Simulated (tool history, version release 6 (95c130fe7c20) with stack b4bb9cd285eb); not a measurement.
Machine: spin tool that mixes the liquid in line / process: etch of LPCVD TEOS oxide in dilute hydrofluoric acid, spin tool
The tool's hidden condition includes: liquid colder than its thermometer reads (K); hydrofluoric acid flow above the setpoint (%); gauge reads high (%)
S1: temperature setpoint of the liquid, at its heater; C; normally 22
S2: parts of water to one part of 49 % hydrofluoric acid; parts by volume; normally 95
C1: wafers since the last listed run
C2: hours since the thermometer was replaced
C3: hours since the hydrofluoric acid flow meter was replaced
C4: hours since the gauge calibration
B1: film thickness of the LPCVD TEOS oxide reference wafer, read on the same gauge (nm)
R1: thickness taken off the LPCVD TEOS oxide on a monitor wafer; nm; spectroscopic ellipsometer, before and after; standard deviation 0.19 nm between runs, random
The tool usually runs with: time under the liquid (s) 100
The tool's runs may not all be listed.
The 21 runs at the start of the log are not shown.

{"run": 22, "day": 53.646, "S1": 22, "S2": 95, "time under the liquid (s)": 100, "C1": 211, "C2": 160.3, "C3": 250.9, "C4": 460, "B1": 39.99, "R1": 39.57}
{"run": 23, "day": 54.796, "S1": 22, "S2": 95, "time under the liquid (s)": 100, "C1": 160, "C2": 187.9, "C3": 278.5, "C4": 487.6, "B1": 39.99, "R1": 39.5}
{"run": 24, "day": 56.446, "S1": 18.5, "S2": 95, "time under the liquid (s)": 100, "C1": 230, "C2": 227.5, "C3": 318.1, "C4": 527.2, "B1": 39.99, "R1": 34.09}
{"run": 25, "day": 58.354, "S1": 22, "S2": 95, "time under the liquid (s)": 100, "C1": 266, "C2": 273.3, "C3": 363.9, "C4": 573, "B1": 40, "R1": 39.69}
{"run": 26, "day": 61.192, "S1": 22, "S2": 115, "time under the liquid (s)": 140, "C1": 396, "C2": 341.4, "C3": 432, "C4": 641.1, "B1": 39.98, "R1": 44.6}
{"run": 27, "day": 62.879, "S1": 18, "S2": 95, "time under the liquid (s)": 100, "C1": 235, "C2": 381.9, "C3": 472.5, "C4": 681.6, "B1": 39.99, "R1": 33.91}
{"run": 28, "day": 64.992, "S1": 23.5, "S2": 75, "time under the liquid (s)": 100, "C1": 294, "C2": 432.6, "C3": 523.2, "C4": 732.3, "B1": 40.01, "R1": 55.35}
{"run": 29, "day": 66.446, "S1": 24, "S2": 130, "time under the liquid (s)": 140, "C1": 202, "C2": 467.5, "C3": 558.1, "C4": 767.2, "B1": 40.03, "R1": 42.25}
{"run": 30, "day": 67.542, "S1": 22, "S2": 95, "time under the liquid (s)": 100, "C1": 152, "C2": 493.8, "C3": 584.4, "C4": 793.5, "B1": 40, "R1": 39.93}
{"day": 67.933, "done": "hydrofluoric acid flow meter replaced"}
{"run": 31, "day": 70.358, "S1": 22, "S2": 70, "time under the liquid (s)": 150, "C1": 387, "C2": 561.4, "C3": 58.2, "C4": 861.1, "B1": 39.99, "R1": 80.94}
{"run": 32, "day": 72.517, "S1": 19, "S2": 125, "time under the liquid (s)": 100, "C1": 301, "C2": 613.2, "C3": 110, "C4": 912.9, "B1": 39.98, "R1": 25.37}
{"run": 33, "day": 73.912, "S1": 22, "S2": 95, "time under the liquid (s)": 100, "C1": 194, "C2": 646.7, "C3": 143.5, "C4": 946.4, "B1": 40.02, "R1": 39.08}

What if the next run were any one of these 4? Each begins from the tool's condition after run 33:
{"run": "A", "day": 73.929, "S1": 22, "S2": 95, "time under the liquid (s)": 100, "C1": 2, "C2": 647.1, "C3": 143.9, "C4": 946.8, "B1": "?", "R1": "?"}
{"run": "B", "day": 73.929, "S1": 24, "S2": 140, "time under the liquid (s)": 85, "C1": 2, "C2": 647.1, "C3": 143.9, "C4": 946.8, "B1": "?", "R1": "?"}
{"run": "C", "day": 73.929, "S1": 22, "S2": 110, "time under the liquid (s)": 100, "C1": 2, "C2": 647.1, "C3": 143.9, "C4": 946.8, "B1": "?", "R1": "?"}
{"run": "D", "day": 73.929, "S1": 24, "S2": 65, "time under the liquid (s)": 115, "C1": 2, "C2": 647.1, "C3": 143.9, "C4": 946.8, "B1": "?", "R1": "?"}

run=A B1=40.03 R1=38.94
run=B B1=40.03 R1=23.1
run=C B1=40.03 R1=33.06
run=D B1=40.03 R1=73.64
Without the tool's unlogged condition, the same runs would have read:
run=A R1=39.38
run=B R1=23.32
run=C R1=33.42
run=D R1=74.49
